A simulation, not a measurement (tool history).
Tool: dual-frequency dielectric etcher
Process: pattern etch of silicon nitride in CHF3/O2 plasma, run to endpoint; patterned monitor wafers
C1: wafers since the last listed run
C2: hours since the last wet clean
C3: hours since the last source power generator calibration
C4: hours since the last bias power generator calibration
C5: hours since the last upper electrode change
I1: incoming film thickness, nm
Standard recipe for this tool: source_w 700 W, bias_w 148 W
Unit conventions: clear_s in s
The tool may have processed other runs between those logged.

Run 1, hour 0: usual settings but source_w 580 W, bias_w 123 W; C1 0; C2 466.3; C3 2619.5; C4 2507.7; C5 2352.6; I1 101.7. Result: clear_s 72.9 s.
Run 2, hour 13.5: usual settings but source_w 580 W, bias_w 123 W; C1 118; C2 479.8; C3 2633; C4 2521.2; C5 2366.1; I1 102.8. Result: clear_s 73.9 s.
Run 3, hour 30.1: usual settings but source_w 580 W, bias_w 123 W; C1 145; C2 496.4; C3 2649.6; C4 2537.8; C5 2382.7; I1 102. Result: clear_s 74.1 s.
Run 4, hour 39.6: usual settings but bias_w 134 W; C1 83; C2 505.9; C3 2659.1; C4 2547.3; C5 2392.2; I1 101.3. Result: clear_s 69.6 s.
Run 5, hour 48.9: usual settings; C1 81; C2 515.2; C3 2668.4; C4 2556.6; C5 2401.5; I1 101.9. Result: clear_s 67.1 s.
Run 6, hour 62.1: usual settings; C1 115; C2 528.4; C3 2681.6; C4 2569.8; C5 2414.7; I1 102.2. Result: clear_s 67.2 s.
Run 7, hour 69: usual settings; C1 60; C2 535.3; C3 2688.5; C4 2576.7; C5 2421.6; I1 102.9. Result: clear_s 68.1 s.
Run 8, hour 112.4: usual settings; C1 380; C2 578.7; C3 2731.9; C4 2620.1; C5 2465; I1 102. Result: clear_s 67.2 s.
Run 9, hour 127.5: usual settings; C1 132; C2 593.8; C3 2747; C4 2635.2; C5 2480.1; I1 102. Result: clear_s 68.7 s.
Run 10, hour 137.8: usual settings; C1 90; C2 604.1; C3 2757.3; C4 2645.5; C5 2490.4; I1 103.1. Result: clear_s 67.1 s.
Run 11, hour 146.8: usual settings; C1 78; C2 613.1; C3 2766.3; C4 2654.5; C5 2499.4; I1 101.7. Result: clear_s 67.1 s.
At hour 173.3: wet clean of the chamber.
Run 12, hour 173.8: usual settings; C1 26; C2 0.5; C3 2793.3; C4 2681.5; C5 2526.4; I1 102.3. Result: clear_s 68.1 s.
Run 13, hour 174.1: usual settings; C1 2; C2 0.8; C3 2793.6; C4 2681.8; C5 2526.7; I1 103.3. Result: clear_s 67.8 s.
At hour 182: source power generator calibrated.
Run 14, hour 189: usual settings; C1 95; C2 15.7; C3 7; C4 2696.7; C5 2541.6; I1 103.1. Result: clear_s 69.7 s.
Run 15, hour 202.2: usual settings but bias_w 169 W; C1 115; C2 28.9; C3 20.2; C4 2709.9; C5 2554.8; I1 101.5. Result: clear_s 65.7 s.
At hour 240.1: upper electrode replaced.
Run 16, hour 240.6: usual settings but source_w 860 W, bias_w 180 W; C1 126; C2 67.3; C3 58.6; C4 2748.3; C5 0.5; I1 101.8. Result: clear_s 60.3 s.
Run 17, hour 240.9: usual settings but source_w 850 W; C1 2; C2 67.6; C3 58.9; C4 2748.6; C5 0.8; I1 102.7. Result: clear_s 65.5 s.
Run 18, hour 242.5: usual settings but source_w 770 W; C1 14; C2 69.2; C3 60.5; C4 2750.2; C5 2.4; I1 102.8. Result: clear_s 66.3 s.
Run 19, hour 256.2: usual settings but source_w 580 W, bias_w 180 W; C1 119; C2 82.9; C3 74.2; C4 2763.9; C5 16.1; I1 101.9. Result: clear_s 66.8 s.
Run 20, hour 270.8: usual settings but source_w 860 W, bias_w 136 W; C1 127; C2 97.5; C3 88.8; C4 2778.5; C5 30.7; I1 101.8. Result: clear_s 65.1 s.
At hour 287.4: bias power generator calibrated.
Run 21, hour 287.9: usual settings but source_w 650 W, bias_w 114 W; C1 114; C2 114.6; C3 105.9; C4 0.5; C5 47.8; I1 101.8. Result: clear_s 71.6 s.
Run 22, hour 293.4: usual settings; C1 48; C2 120.1; C3 111.4; C4 6; C5 53.3; I1 101.1. Result: clear_s 67.4 s.
Run 23, hour 304.7: usual settings; C1 98; C2 131.4; C3 122.7; C4 17.3; C5 64.6; I1 100.7. Result: clear_s 66.2 s.
Run 24, hour 346: usual settings but source_w 540 W, bias_w 117 W; C1 361; C2 172.7; C3 164; C4 58.6; C5 105.9; I1 102.3. Result: clear_s 76.5 s.
Run 25, hour 352.3: usual settings but source_w 750 W, bias_w 122 W; C1 55; C2 179; C3 170.3; C4 64.9; C5 112.2; I1 101.2. Result: clear_s 68.7 s.
Run 26, hour 364.3: usual settings but source_w 630 W, bias_w 122 W; C1 105; C2 191; C3 182.3; C4 76.9; C5 124.2; I1 101.5. Result: clear_s 72.2 s.
Run 27, hour 376.9: usual settings but source_w 540 W, bias_w 117 W; C1 110; C2 203.6; C3 194.9; C4 89.5; C5 136.8; I1 100.7. Result: clear_s 74.4 s.
Run 28, hour 391.6: usual settings but source_w 870 W, bias_w 171 W; C1 128; C2 218.3; C3 209.6; C4 104.2; C5 151.5; I1 101.5. Result: clear_s 61.8 s.
Run 29, hour 400.6: usual settings but source_w 750 W, bias_w 134 W; C1 78; C2 227.3; C3 218.6; C4 113.2; C5 160.5; I1 100.6. Result: clear_s 67.4 s.
Run 30, hour 416.5: usual settings but bias_w 161 W; C1 139; C2 243.2; C3 234.5; C4 129.1; C5 176.4; I1 102.7. Result: clear_s 66 s.
Run 31, hour 429.5: usual settings but source_w 630 W, bias_w 180 W; C1 113; C2 256.2; C3 247.5; C4 142.1; C5 189.4; I1 101.7. Result: clear_s 66.7 s.

Alternative continuations, all from the tool just after run 31; predict every row:
Run A, hour 429.9: usual settings but source_w 630 W; C1 3; C2 256.6; C3 247.9; C4 142.5; C5 189.8; I1 102. Result: clear_s ?.
Run B, hour 429.9: usual settings but source_w 590 W; C1 3; C2 256.6; C3 247.9; C4 142.5; C5 189.8; I1 102. Result: clear_s ?.
Run C, hour 429.9: usual settings but source_w 590 W, bias_w 124 W; C1 3; C2 256.6; C3 247.9; C4 142.5; C5 189.8; I1 102. Result: clear_s ?.

run  clear_s
  A     70.1
  B     71.3
  C       74
Take away the tool's hidden state, keep each run's random variation, and the runs would have read:
run  clear_s
  A     70.1
  B     71.3
  C       74

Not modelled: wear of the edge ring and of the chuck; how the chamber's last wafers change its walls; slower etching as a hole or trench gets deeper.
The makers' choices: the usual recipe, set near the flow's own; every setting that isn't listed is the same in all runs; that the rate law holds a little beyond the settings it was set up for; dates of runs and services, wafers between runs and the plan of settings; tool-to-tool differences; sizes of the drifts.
